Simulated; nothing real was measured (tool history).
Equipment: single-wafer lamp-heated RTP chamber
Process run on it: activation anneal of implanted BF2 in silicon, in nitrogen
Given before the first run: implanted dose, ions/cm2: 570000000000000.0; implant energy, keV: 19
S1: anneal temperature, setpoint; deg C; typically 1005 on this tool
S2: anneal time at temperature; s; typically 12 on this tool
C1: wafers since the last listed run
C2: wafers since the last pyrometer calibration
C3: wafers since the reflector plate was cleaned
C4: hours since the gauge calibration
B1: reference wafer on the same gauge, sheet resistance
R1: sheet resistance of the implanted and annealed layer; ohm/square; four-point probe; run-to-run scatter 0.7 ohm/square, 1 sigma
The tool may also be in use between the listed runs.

run	hour	S1	S2	C1	C2	C3	C4	B1	R1
1	0	1005	12	0	4412	5739	48.7	252.9	270.41
2	17.2	1005	12	436	4848	6175	65.9	253.22	270.85
3	25.5	1005	12	210	5059	6386	74.2	253.15	271.07
4	32.4	1021	12	175	5234	6561	81.1	253	260.75
5	39.3	1021	12	175	5409	6736	88	253.08	261.82
6	54.6	994	12	388	5797	7124	103.3	253.22	278.8
7	70.9	994	12	413	6211	7538	119.6	253.12	277.57
# hour 89.7: pyrometer window cleaned and pyrometer calibrated
8	90.2	994	12	286	13	7825	138.9	252.89	277.52
9	91.6	990	9	35	49	7860	140.3	253.11	284.4
10	106.6	988	19	380	429	8241	155.3	253.28	274.53
11	120	1032	12	340	769	8581	168.7	253.29	253.65
# hour 124.3: gauge calibrated
# hour 131.9: reflector plate cleaned
12	132.4	1005	6	111	881	12	8.1	253.16	281.62
13	132.8	1023	5	10	891	22	8.5	253.18	272.34
14	176.2	1034	12	1101	1993	1124	51.9	252.82	254.46
15	183.8	1021	12	192	2185	1316	59.5	253.09	261.19

What if the next run were any one of these 3? Each begins from the tool's condition after run 15:
A	184.2	1005	12	10	2196	1327	59.9	?	?
B	184.2	1028	6	10	2196	1327	59.9	?	?
C	184.2	1005	14	10	2196	1327	59.9	?	?

run	B1	R1
A	252.7	270.91
B	252.7	265.74
C	252.7	268.58
Without the tool's unlogged condition, the same runs would have read:
run	R1
A	271.81
B	266.49
C	269.45
